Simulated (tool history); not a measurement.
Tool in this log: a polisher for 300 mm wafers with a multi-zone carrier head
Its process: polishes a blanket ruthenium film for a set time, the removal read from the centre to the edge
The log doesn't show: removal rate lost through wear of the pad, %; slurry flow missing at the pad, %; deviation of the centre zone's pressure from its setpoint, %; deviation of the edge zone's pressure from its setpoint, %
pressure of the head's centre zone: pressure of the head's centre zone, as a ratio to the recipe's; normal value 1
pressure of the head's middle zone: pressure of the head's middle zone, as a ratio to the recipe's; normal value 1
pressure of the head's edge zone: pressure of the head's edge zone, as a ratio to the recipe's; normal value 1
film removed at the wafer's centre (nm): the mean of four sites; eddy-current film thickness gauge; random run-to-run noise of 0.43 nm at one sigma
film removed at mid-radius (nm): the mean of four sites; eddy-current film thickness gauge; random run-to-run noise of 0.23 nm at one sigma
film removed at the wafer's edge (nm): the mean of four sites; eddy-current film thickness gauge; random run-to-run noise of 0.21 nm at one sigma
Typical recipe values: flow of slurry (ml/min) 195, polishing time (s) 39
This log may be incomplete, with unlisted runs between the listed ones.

run   hour  flow of slurry (ml/min)  pressure of the head's centre zone  pressure of the head's middle zone  pressure of the head's edge zone  polishing time (s)  wafers since the last listed run  wafers polished on this pad  hours since the slurry nozzle was cleaned  hours since the centre zone pressure was calibrated  hours since the edge zone pressure was calibrated  hours since the carrier head's membrane was replaced  incoming thickness of the incoming film, nm  film removed at the wafer's centre (nm)  film removed at mid-radius (nm)  film removed at the wafer's edge (nm)
  1      0                      245                                   1                                   1                                 1                  39                                 0                         1575                                      306.5                                                865.9                                             1048.6                                                 374.4                                        429.9                                     30.5                             30.4                                   30.1
       4.9  -- slurry nozzle cleaned
  2   31.6                      195                                   1                                   1                                 1                  39                               407                         1983                                       26.7                                                897.5                                             1080.2                                                   406                                          424                                     31.9                               31                                   30.9
      43.2  -- worn pad replaced by a new one
  3   51.1                      195                                   1                                   1                                 1                  39                               206                          105                                       46.2                                                  917                                             1099.7                                                 425.5                                        436.9                                       32                               31                                   30.5
  4   82.3                      195                                   1                                   1                                 1                  39                               415                          520                                       77.4                                                948.2                                             1130.9                                                 456.7                                        420.3                                     31.2                             31.1                                   30.8
  5  116.4                      195                                   1                                   1                              0.97                  39                               453                          974                                      111.5                                                982.3                                               1165                                                 490.8                                        431.5                                     31.5                             31.5                                   30.5
     129.9  -- edge zone pressure recalibrated
     137.4  -- centre zone pressure recalibrated
  6  146.5                      195                                   1                                   1                              0.97                  39                               347                         1321                                      141.6                                                  9.1                                               16.6                                                 520.9                                        429.2                                       31                             31.1                                   30.1
  7  174.5                      195                                   1                                   1                              0.97                  39                               372                         1694                                      169.6                                                 37.1                                               44.6                                                 548.9                                        427.2                                     31.6                             30.7                                   30.2
  8  186.6                      195                                   1                                   1                                 1                  39                               161                         1855                                      181.7                                                 49.2                                               56.7                                                   561                                        421.4                                     30.6                               31                                   30.5
     202.5  -- worn pad replaced by a new one
  9  215.1                      195                                   1                                0.89                                 1                  39                               326                          167                                      210.2                                                 77.7                                               85.2                                                 589.5                                        434.8                                     30.1                               28                                   30.6
 10  232.1                      195                                   1                                   1                                 1                  39                               226                          393                                      227.2                                                 94.7                                              102.2                                                 606.5                                        433.2                                       30                             30.7                                   30.5
     242.9  -- carrier head's membrane replaced by a new one
 11  257.4                      195                                   1                                   1                              1.06                  31                               270                          663                                      252.5                                                  120                                              127.5                                                  14.5                                        429.1                                     24.1                             24.1                                   24.5
 12  279.5                      220                                   1                                0.93                              0.95                  39                               294                          957                                      274.6                                                142.1                                              149.6                                                  36.6                                        421.5                                     29.8                             28.6                                   29.3
 13  311.3                      195                                   1                                   1                                 1                  39                               423                         1381                                      306.4                                                173.9                                              181.4                                                  68.4                                          430                                     29.4                             29.8                                   29.5
 14  334.8                      160                                   1                                   1                              1.07                  26                               312                         1693                                      329.9                                                197.4                                              204.9                                                  91.9                                        426.4                                     18.1                               19                                     20
     341.6  -- slurry nozzle cleaned
     352.1  -- worn pad replaced by a new one
 15  352.6                      145                                1.06                                0.95                                 1                  47                               170                            7                                         11                                                215.2                                              222.7                                                 109.7                                        429.1                                     37.7                             34.9                                     36
 16  413.1                      195                                   1                                   1                                 1                  39                               805                          812                                       71.5                                                275.7                                              283.2                                                 170.2                                        424.4                                       32                             31.3                                   30.6

The next listed run, before its measurement:
 17  437.4                      145                                1.04                                   1                              0.91                  53                               323                         1135                                       95.8                                                  300                                              307.5                                                 194.5                                        433.7                                        ?                                ?                                      ?

Logged for run 17: film removed at the wafer's centre (nm) 41.2, film removed at mid-radius (nm) 41.1, film removed at the wafer's edge (nm) 38.9.
With the hidden condition absent and the run-to-run variation left alone, this run would have shown film removed at the wafer's centre (nm) 41.5, film removed at mid-radius (nm) 41.3, film removed at the wafer's edge (nm) 39.1.
